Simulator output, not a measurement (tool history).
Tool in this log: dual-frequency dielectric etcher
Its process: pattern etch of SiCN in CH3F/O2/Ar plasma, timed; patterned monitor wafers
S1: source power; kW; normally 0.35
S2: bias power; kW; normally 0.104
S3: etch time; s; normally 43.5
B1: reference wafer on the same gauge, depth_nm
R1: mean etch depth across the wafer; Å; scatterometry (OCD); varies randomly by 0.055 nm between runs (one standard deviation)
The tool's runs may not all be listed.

Run 1, hour 0: usual settings but S3 40.5 s; B1 17.01. Result: R1 169.7 Å.
Run 2, hour 41.7: usual settings but S3 40.5 s; B1 16.99. Result: R1 168.9 Å.
Run 3, hour 72.7: usual settings but S1 0.41 kW; B1 17.01. Result: R1 190.7 Å.
Run 4, hour 103: usual settings but S1 0.41 kW; B1 17.01. Result: R1 191 Å.
Run 5, hour 142.6: usual settings but S1 0.41 kW; B1 17.01. Result: R1 189.9 Å.
Run 6, hour 175.4: usual settings; B1 17.01. Result: R1 179.8 Å.
Run 7, hour 229.6: usual settings; B1 16.99. Result: R1 181.4 Å.
Run 8, hour 255.1: usual settings but S1 0.4 kW, S2 0.12 kW; B1 17.01. Result: R1 196 Å.
Run 9, hour 441.8: usual settings; B1 17. Result: R1 179.7 Å.
Run 10, hour 473.3: usual settings; B1 17. Result: R1 179.9 Å.
Run 11, hour 515.6: usual settings; B1 17. Result: R1 181.9 Å.
Run 12, hour 543.4: usual settings but S3 49.5 s; B1 17.01. Result: R1 207 Å.
Run 13, hour 574.8: usual settings but S3 49.5 s; B1 17. Result: R1 207.3 Å.
Run 14, hour 630.8: usual settings; B1 16.99. Result: R1 182 Å.
Run 15, hour 682.4: usual settings but S2 0.094 kW; B1 17.01. Result: R1 176.4 Å.
Run 16, hour 735: usual settings but S1 0.28 kW, S2 0.124 kW, S3 56 s; B1 17. Result: R1 229 Å.
Run 17, hour 783.6: usual settings but S1 0.44 kW, S3 52 s; B1 17. Result: R1 233.2 Å.
Run 18, hour 825.3: usual settings; B1 17. Result: R1 181.4 Å.
Run 19, hour 891.6: usual settings; B1 17. Result: R1 179.8 Å.
Run 20, hour 1029.6: usual settings but S1 0.32 kW, S2 0.116 kW, S3 37.5 s; B1 17. Result: R1 155.9 Å.
Run 21, hour 1175.8: usual settings but S2 0.088 kW; B1 16.99. Result: R1 174.3 Å.
Run 22, hour 1213.5: usual settings but S3 33 s; B1 17.01. Result: R1 138.3 Å.
Run 23, hour 1279: usual settings but S2 0.115 kW; B1 17.01. Result: R1 185.8 Å.
Run 24, hour 1348.7: usual settings but S1 0.39 kW, S2 0.082 kW, S3 34 s; B1 17. Result: R1 137.6 Å.
Run 25, hour 1382: usual settings; B1 17. Result: R1 180.9 Å.
Run 26, hour 1442.3: usual settings but S1 0.31 kW; B1 16.99. Result: R1 174.3 Å.
Run 27, hour 1510.8: usual settings but S1 0.38 kW, S3 48.5 s; B1 17.01. Result: R1 206.3 Å.
Run 28, hour 1535: usual settings; B1 17. Result: R1 180.7 Å.
Run 29, hour 1607: usual settings; B1 16.99. Result: R1 179.1 Å.
Run 30, hour 1680.5: usual settings but S2 0.093 kW, S3 33.5 s; B1 17.01. Result: R1 136.3 Å.

Not shown here: 8 entries made in the log between runs. Locate each between two listed runs and compare the hidden state at the listed run before it with the hidden state at the listed run after it:
In the gap between runs 3 and 4: gauge calibrated (hour 77.1)
  etch rate over this chamber's usual, %: -0.448 -> -0.532
  what was measured, less what the result would be without the hidden state, R1: -0.9 -> -1 Å
In the gap between runs 10 and 11: wet clean of the chamber (hour 515.1)
  etch rate over this chamber's usual, %: -1.55 -> 0.139
  what was measured, less what the result would be without the hidden state, R1: -2.8 -> +0.2 Å
In the gap between runs 16 and 17: upper electrode replaced (hour 782.9)
  etch rate over this chamber's usual, %: -0.467 -> -0.601
  what was measured, less what the result would be without the hidden state, R1: -1 -> -1.4 Å
In the gap between runs 19 and 20: bias power generator calibrated (hour 906.3)
  etch rate over this chamber's usual, %: -0.899 -> -1.28
  what was measured, less what the result would be without the hidden state, R1: -1.6 -> -2 Å
In the gap between runs 20 and 21: wet clean of the chamber (hour 1161.6)
  etch rate over this chamber's usual, %: -1.28 -> -0.157
  what was measured, less what the result would be without the hidden state, R1: -2 -> -0.2 Å
In the gap between runs 21 and 22: source power generator calibrated (hour 1211)
  etch rate over this chamber's usual, %: -0.157 -> -0.261
  what was measured, less what the result would be without the hidden state, R1: -0.2 -> -0.4 Å
In the gap between runs 22 and 23: gauge calibrated (hour 1251)
  etch rate over this chamber's usual, %: -0.261 -> -0.442
  what was measured, less what the result would be without the hidden state, R1: -0.4 -> -0.8 Å
In the gap between runs 29 and 30: wet clean of the chamber (hour 1680)
  etch rate over this chamber's usual, %: -1.35 -> 0.208
  what was measured, less what the result would be without the hidden state, R1: -2.5 -> +0.2 Å
